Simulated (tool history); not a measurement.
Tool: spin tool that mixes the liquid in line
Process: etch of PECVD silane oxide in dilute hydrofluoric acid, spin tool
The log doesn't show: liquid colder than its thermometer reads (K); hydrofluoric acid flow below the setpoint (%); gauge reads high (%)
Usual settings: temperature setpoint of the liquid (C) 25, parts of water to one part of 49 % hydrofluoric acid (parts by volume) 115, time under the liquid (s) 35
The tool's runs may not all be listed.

run   hour  temperature setpoint of the liquid (C)  parts of water to one part of 49 % hydrofluoric acid (parts by volume)  time under the liquid (s)  wafers since the last listed run  hours since the thermometer was replaced  hours since the hydrofluoric acid flow meter was replaced  hours since the gauge calibration  read-back film thickness of the PECVD silane oxide reference wafer, read on the same gauge (nm)  thickness taken off the PECVD silane oxide on a monitor wafer (Å)
  1      0                                      25                                                                     115                         35                                 0                                     184.7                                                     2067.7                              433.4                                                                                            79.99                                                              103.5
  2   58.3                                      25                                                                     115                         35                               878                                       243                                                       2126                              491.7                                                                                            79.98                                                              103.1
  3   86.8                                      25                                                                     115                         35                               429                                     271.5                                                     2154.5                              520.2                                                                                            79.98                                                              101.4
  4   99.1                                      25                                                                     115                         35                               185                                     283.8                                                     2166.8                              532.5                                                                                            80.01                                                              102.5
  5  129.1                                      25                                                                     115                         35                               452                                     313.8                                                     2196.8                              562.5                                                                                            79.98                                                              102.2
  6  164.7                                      25                                                                     165                         20                               536                                     349.4                                                     2232.4                              598.1                                                                                            80.02                                                               37.9
  7  191.5                                      22                                                                     140                         35                               403                                     376.2                                                     2259.2                              624.9                                                                                            80.01                                                               71.3
  8  207.4                                      22                                                                     140                         35                               239                                     392.1                                                     2275.1                              640.8                                                                                            79.99                                                               71.5
     231.3  -- gauge calibrated
  9    234                                      25                                                                     115                         35                               400                                     418.7                                                     2301.7                                2.7                                                                                            79.99                                                              100.7
 10  252.4                                      25                                                                     115                         35                               277                                     437.1                                                     2320.1                               21.1                                                                                               80                                                              100.4
 11  269.4                                      25                                                                     115                         35                               256                                     454.1                                                     2337.1                               38.1                                                                                            79.99                                                              100.1
     274.8  -- hydrofluoric acid flow meter replaced
 12  301.6                                      25                                                                     115                         35                               470                                     486.3                                                       26.8                               70.3                                                                                            80.04                                                              116.9
 13  316.4                                      25                                                                     115                         35                               223                                     501.1                                                       41.6                               85.1                                                                                            79.96                                                              116.4
 14  350.7                                      30                                                                      80                         20                               516                                     535.4                                                       75.9                              119.4                                                                                            80.01                                                              120.4
 15  375.6                                      25                                                                     115                         35                               375                                     560.3                                                      100.8                              144.3                                                                                            79.96                                                              115.1
 16  389.9                                      22                                                                     135                         20                               215                                     574.6                                                      115.1                              158.6                                                                                               80                                                               48.7
     395.3  -- thermometer replaced
 17  405.1                                      25                                                                      85                         45                               214                                       9.8                                                      130.3                              173.8                                                                                            79.99                                                              213.7
 18  437.9                                    20.5                                                                      90                         20                               494                                      42.6                                                      163.1                              206.6                                                                                               80                                                               74.3
 19  463.1                                      28                                                                      80                         45                               379                                      67.8                                                      188.3                              231.8                                                                                            80.02                                                              257.2
 20  492.2                                      25                                                                     115                         35                               438                                      96.9                                                      217.4                              260.9                                                                                               80                                                              116.6
 21    517                                      22                                                                     115                         35                               373                                     121.7                                                      242.2                              285.7                                                                                            79.97                                                              103.5
 22  546.9                                      25                                                                     135                         20                               450                                     151.6                                                      272.1                              315.6                                                                                            80.01                                                               55.1
 23  562.6                                      29                                                                     150                         25                               236                                     167.3                                                      287.8                              331.3                                                                                            79.95                                                               70.7
 24  582.6                                    21.5                                                                     155                         30                               301                                     187.3                                                      307.8                              351.3                                                                                            80.03                                                               61.6
 25  596.1                                    26.5                                                                     115                         20                               203                                     200.8                                                      321.3                              364.8                                                                                            80.01                                                               69.9
 26  618.8                                      25                                                                     140                         45                               342                                     223.5                                                        344                              387.5                                                                                            80.01                                                              117.6

5 ways to go on from here, each from the tool as it stands after run 26. What would each give?
  A  619.2                                      25                                                                     115                         35                                 6                                     223.9                                                      344.4                              387.9                                                                                                ?                                                                  ?
  B  619.2                                      27                                                                      65                         45                                 6                                     223.9                                                      344.4                              387.9                                                                                                ?                                                                  ?
  C  619.2                                    21.5                                                                      95                         50                                 6                                     223.9                                                      344.4                              387.9                                                                                                ?                                                                  ?
  D  619.2                                      25                                                                     100                         35                                 6                                     223.9                                                      344.4                              387.9                                                                                                ?                                                                  ?
  E  619.2                                      28                                                                     150                         50                                 6                                     223.9                                                      344.4                              387.9                                                                                                ?                                                                  ?

run  read-back film thickness of the PECVD silane oxide reference wafer, read on the same gauge (nm)  thickness taken off the PECVD silane oxide on a monitor wafer (Å)
  A                                                                                            79.99                                                              115.1
  B                                                                                            79.99                                                              302.7
  C                                                                                            79.99                                                              177.4
  D                                                                                            79.99                                                              134.9
  E                                                                                            79.99                                                              135.1
Without the tool's hidden state the same runs would have given:
run  thickness taken off the PECVD silane oxide on a monitor wafer (Å)
  A                                                              120.4
  B                                                              316.4
  C                                                              185.6
  D                                                              141.1
  E                                                              141.5
